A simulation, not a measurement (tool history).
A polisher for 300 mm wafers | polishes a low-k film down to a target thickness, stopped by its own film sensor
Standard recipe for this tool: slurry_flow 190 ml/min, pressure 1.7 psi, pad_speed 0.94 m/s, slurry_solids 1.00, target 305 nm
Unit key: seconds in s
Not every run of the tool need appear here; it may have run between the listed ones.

run,day,slurry_flow,pressure,pad_speed,slurry_solids,target,wafers since the last listed run,wafers polished on this pad,hours since the slurry nozzle was cleaned,hours since the head pressure was calibrated,hours since the slurry blender was calibrated,hours since the conditioning disc was replaced,"incoming thickness of the incoming film, nm",seconds
1,0.000,190,1.7,1.08,1.00,305,0,3909,481.3,69.8,256.6,40.0,339.8,102.1
2,1.471,190,1.7,0.82,1.00,305,401,4310,516.6,105.1,291.9,75.3,338.4,114.2
# day 1.754: worn pad replaced by a new one
3,2.962,190,1.7,0.82,1.00,305,361,329,552.4,140.9,327.7,111.1,339.0,115.6
# day 3.492: slurry blender recalibrated
4,4.017,190,1.7,0.94,1.00,311,264,594,577.7,166.2,12.6,136.4,346.6,114.4
# day 4.571: slurry nozzle cleaned
5,5.275,190,1.7,0.94,1.00,311,331,926,16.9,196.4,42.8,166.6,339.8,92.2
6,7.629,190,1.7,0.94,1.00,305,641,1568,73.4,252.9,99.3,223.1,333.7,92.2
7,10.454,190,1.7,0.94,1.00,305,770,2338,141.2,320.7,167.1,290.9,335.2,95.7
8,13.283,190,1.7,0.94,1.00,311,771,3110,209.1,388.6,235.0,358.8,342.2,97.4
9,14.758,150,2.2,0.94,0.85,305,402,3512,244.5,424.0,270.4,394.2,343.7,107.1
# day 15.579: conditioning disc replaced and pad reconditioned
10,16.092,130,1.4,0.76,1.00,311,340,3853,276.5,456.0,302.4,12.3,337.6,111.6
# day 18.896: worn pad replaced by a new one
11,18.979,190,1.7,0.94,1.00,305,741,23,345.8,525.3,371.7,81.6,338.6,106.1
# day 19.271: slurry blender recalibrated
12,20.829,150,1.7,0.94,1.00,305,481,504,390.2,569.7,37.4,126.0,343.4,119.9
13,21.842,190,1.7,0.94,1.00,305,276,780,414.5,594.0,61.7,150.3,344.9,125.5
14,22.933,225,2.3,0.94,1.00,298,297,1078,440.7,620.2,87.9,176.5,342.5,103.6
15,24.471,190,1.7,0.94,1.00,315,419,1497,477.6,657.1,124.8,213.4,341.5,80.2
16,27.162,255,1.7,1.12,0.85,311,733,2231,542.2,721.7,189.4,278.0,339.5,86.0
# day 28.546: slurry nozzle cleaned
17,29.658,190,1.5,0.94,1.25,300,669,2901,26.7,781.6,249.3,337.9,340.2,128.4
18,31.512,150,1.7,0.94,1.00,315,505,3406,71.2,826.1,293.8,382.4,343.1,87.0
# day 33.283: slurry blender recalibrated
19,33.538,190,2.3,0.94,1.00,305,529,3936,119.8,874.7,6.1,431.0,341.9,82.1
20,35.850,215,1.9,1.18,1.00,305,630,4566,175.3,930.2,61.6,486.5,340.3,85.1
# day 36.646: conditioning disc replaced and pad reconditioned
# day 36.829: worn pad replaced by a new one
21,38.262,190,1.7,0.94,1.00,305,589,390,233.2,988.1,119.5,38.8,336.4,95.3
22,40.067,135,1.7,0.94,0.80,299,491,882,276.5,1031.4,162.8,82.1,340.0,141.7
23,41.442,190,1.7,1.22,0.75,316,374,1257,309.5,1064.4,195.8,115.1,340.6,72.7
24,44.142,190,1.7,0.94,1.10,305,736,1993,374.3,1129.2,260.6,179.9,345.7,117.1
# day 45.225: head pressure recalibrated
25,46.162,190,1.7,0.94,1.00,305,528,2522,422.8,22.5,309.1,228.4,333.7,88.3

Describe how what the log doesn't record of the tool's condition differs between the last listed run preceding each entry between runs and the first listed run following it.
Logged between run 2 and run 3: worn pad replaced by a new one (day 1.754)
  deviation of the head's pressure from its setpoint, %: -1.77 -> -1.71
  the result without the hidden state subtracted from the measured one, seconds: +1.9 -> +1.9 s
Logged between run 3 and run 4: slurry blender recalibrated (day 3.492)
  deviation of the head's pressure from its setpoint, %: -1.71 -> -1.65
  the result without the hidden state subtracted from the measured one, seconds: +1.9 -> +1.8 s
Logged between run 4 and run 5: slurry nozzle cleaned (day 4.571)
  deviation of the head's pressure from its setpoint, %: -1.65 -> -1.57
  the result without the hidden state subtracted from the measured one, seconds: +1.8 -> +1.4 s
Logged between run 9 and run 10: conditioning disc replaced and pad reconditioned (day 15.579)
  deviation of the head's pressure from its setpoint, %: -0.525 -> -0.317
  the result without the hidden state subtracted from the measured one, seconds: +0.6 -> +0.4 s
Logged between run 10 and run 11: worn pad replaced by a new one (day 18.896)
  deviation of the head's pressure from its setpoint, %: -0.317 -> 0.185
  the result without the hidden state subtracted from the measured one, seconds: +0.4 -> -0.2 s
Logged between run 11 and run 12: slurry blender recalibrated (day 19.271)
  deviation of the head's pressure from its setpoint, %: 0.185 -> 0.545
  the result without the hidden state subtracted from the measured one, seconds: -0.2 -> -0.6 s
Logged between run 16 and run 17: slurry nozzle cleaned (day 28.546)
  deviation of the head's pressure from its setpoint, %: 1.99 -> 2.66
  the result without the hidden state subtracted from the measured one, seconds: -1.6 -> -3.3 s
Logged between run 18 and run 19: slurry blender recalibrated (day 33.283)
  deviation of the head's pressure from its setpoint, %: 3.19 -> 3.8
  the result without the hidden state subtracted from the measured one, seconds: -2.7 -> -3.0 s
Logged between run 20 and run 21: conditioning disc replaced and pad reconditioned (day 36.646); worn pad replaced by a new one (day 36.829)
  deviation of the head's pressure from its setpoint, %: 4.54 -> 5.36
  the result without the hidden state subtracted from the measured one, seconds: -3.7 -> -4.9 s
Logged between run 24 and run 25: head pressure recalibrated (day 45.225)
  deviation of the head's pressure from its setpoint, %: 7.57 -> 0.472
  the result without the hidden state subtracted from the measured one, seconds: -8.5 -> -0.4 s
